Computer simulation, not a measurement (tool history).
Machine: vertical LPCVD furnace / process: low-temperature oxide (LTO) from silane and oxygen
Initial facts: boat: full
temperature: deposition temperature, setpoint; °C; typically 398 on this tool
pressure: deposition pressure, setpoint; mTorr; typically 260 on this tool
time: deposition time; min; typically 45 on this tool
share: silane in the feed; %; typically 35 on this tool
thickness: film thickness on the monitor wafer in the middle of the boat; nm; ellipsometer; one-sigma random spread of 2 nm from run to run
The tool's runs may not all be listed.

| run | hour | temperature | pressure | time | share | wafers since the last listed run | hours since the last temperature calibration | hours since the pressure gauge was zeroed | hours since the silane flow controller was replaced | hours since the gauge calibration | read-back reference wafer on the same gauge, thickness | thickness |
|---|---|---|---|---|---|---|---|---|---|---|---|---|
| 1 | 0 | 398 | 260 | 45 | 35 | 0 | 3295.3 | 652.5 | 3989 | 1947.7 | 436.2 | 398.72 |
| 2 | 88.7 | 398 | 260 | 45 | 35 | 791 | 3384 | 741.2 | 4077.7 | 2036.4 | 436.16 | 399.56 |
| 3 | 154.9 | 398 | 260 | 45 | 35 | 590 | 3450.2 | 807.4 | 4143.9 | 2102.6 | 435.49 | 398.38 |
| 4 | 220.1 | 398 | 310 | 45 | 35 | 581 | 3515.4 | 872.6 | 4209.1 | 2167.8 | 436.15 | 473.15 |
| 5 | 297.9 | 398 | 260 | 45 | 35 | 693 | 3593.2 | 950.4 | 4286.9 | 2245.6 | 435.86 | 398.31 |
| 6 | 348.9 | 398 | 260 | 45 | 35 | 454 | 3644.2 | 1001.4 | 4337.9 | 2296.6 | 435.68 | 395.11 |
| 7 | 393.6 | 398 | 260 | 45 | 35 | 398 | 3688.9 | 1046.1 | 4382.6 | 2341.3 | 436.17 | 396.51 |
| 8 | 429.9 | 398 | 260 | 45 | 35 | 323 | 3725.2 | 1082.4 | 4418.9 | 2377.6 | 436.23 | 396.69 |
| 9 | 479 | 405 | 310 | 45 | 35 | 437 | 3774.3 | 1131.5 | 4468 | 2426.7 | 436.68 | 511.17 |
| 10 | 575.2 | 405 | 310 | 45 | 35 | 857 | 3870.5 | 1227.7 | 4564.2 | 2522.9 | 436.16 | 511.99 |
| 11 | 623.6 | 398 | 260 | 45 | 35 | 431 | 3918.9 | 1276.1 | 4612.6 | 2571.3 | 435.64 | 397.69 |
| 12 | 693.8 | 398 | 260 | 45 | 35 | 626 | 3989.1 | 1346.3 | 4682.8 | 2641.5 | 435.86 | 393.73 |
|  | 719 | silane flow controller replaced |
| 13 | 774.6 | 398 | 260 | 45 | 35 | 506 | 4069.9 | 1427.1 | 55.6 | 2722.3 | 435.72 | 394.75 |
|  | 790.4 | gauge calibrated |
| 14 | 846.5 | 398 | 260 | 45 | 30 | 641 | 4141.8 | 1499 | 127.5 | 56.1 | 435.87 | 318.26 |
| 15 | 911.4 | 398 | 205 | 39 | 35 | 578 | 4206.7 | 1563.9 | 192.4 | 121 | 436.14 | 271.75 |
|  | 1021.4 | thermocouples replaced and temperature profile calibrated |
| 16 | 1021.9 | 398 | 260 | 45 | 35 | 771 | 0.5 | 1674.4 | 302.9 | 231.5 | 436.11 | 397.61 |
| 17 | 1082.8 | 398 | 260 | 45 | 35 | 543 | 61.4 | 1735.3 | 363.8 | 292.4 | 436.16 | 394.8 |
| 18 | 1188.4 | 387 | 260 | 45 | 35 | 941 | 167 | 1840.9 | 469.4 | 398 | 435.93 | 348.33 |
|  | 1279.6 | pressure gauge zeroed |
| 19 | 1281.7 | 398 | 195 | 45 | 35 | 618 | 260.3 | 2.1 | 562.7 | 491.3 | 436.13 | 296.84 |
| 20 | 1351.4 | 406 | 260 | 45 | 39 | 621 | 330 | 71.8 | 632.4 | 561 | 436.09 | 498.77 |
| 21 | 1426.4 | 398 | 220 | 45 | 35 | 668 | 405 | 146.8 | 707.4 | 636 | 435.69 | 336.45 |
| 22 | 1501.5 | 398 | 205 | 39 | 35 | 669 | 480.1 | 221.9 | 782.5 | 711.1 | 435.62 | 272.06 |
| 23 | 1570.4 | 398 | 285 | 61.5 | 35 | 614 | 549 | 290.8 | 851.4 | 780 | 435.7 | 596.04 |
| 24 | 1672.5 | 407 | 260 | 52 | 37 | 910 | 651.1 | 392.9 | 953.5 | 882.1 | 435.15 | 546.85 |
| 25 | 1762.8 | 398 | 260 | 45 | 29 | 805 | 741.4 | 483.2 | 1043.8 | 972.4 | 436.12 | 304.55 |
| 26 | 1799.7 | 398 | 305 | 37 | 35 | 329 | 778.3 | 520.1 | 1080.7 | 1009.3 | 435.87 | 387.74 |
| 27 | 1905.5 | 398 | 260 | 35 | 35 | 943 | 884.1 | 625.9 | 1186.5 | 1115.1 | 436.12 | 306.55 |
| 28 | 2010.2 | 398 | 260 | 45 | 35 | 933 | 988.8 | 730.6 | 1291.2 | 1219.8 | 436.15 | 395.45 |
| 29 | 2051.2 | 407 | 260 | 45 | 35 | 365 | 1029.8 | 771.6 | 1332.2 | 1260.8 | 435.93 | 437.63 |

4 options for the next run, each taken on its own from the tool as it stands now. Forecast them:
| A | 2055.5 | 398 | 260 | 45 | 35 | 38 | 1034.1 | 775.9 | 1336.5 | 1265.1 | ? | ? |
| B | 2055.5 | 410 | 210 | 33 | 33 | 38 | 1034.1 | 775.9 | 1336.5 | 1265.1 | ? | ? |
| C | 2055.5 | 401 | 295 | 31 | 28 | 38 | 1034.1 | 775.9 | 1336.5 | 1265.1 | ? | ? |
| D | 2055.5 | 388 | 260 | 32 | 30 | 38 | 1034.1 | 775.9 | 1336.5 | 1265.1 | ? | ? |

| run | read-back reference wafer on the same gauge, thickness | thickness |
|---|---|---|
| A | 435.84 | 396.9 |
| B | 435.84 | 248.88 |
| C | 435.84 | 233.63 |
| D | 435.84 | 201.04 |
Without the tool's unlogged condition, the same runs would have read:
| run | thickness |
|---|---|
| A | 396.9 |
| B | 248.88 |
| C | 233.63 |
| D | 201.04 |

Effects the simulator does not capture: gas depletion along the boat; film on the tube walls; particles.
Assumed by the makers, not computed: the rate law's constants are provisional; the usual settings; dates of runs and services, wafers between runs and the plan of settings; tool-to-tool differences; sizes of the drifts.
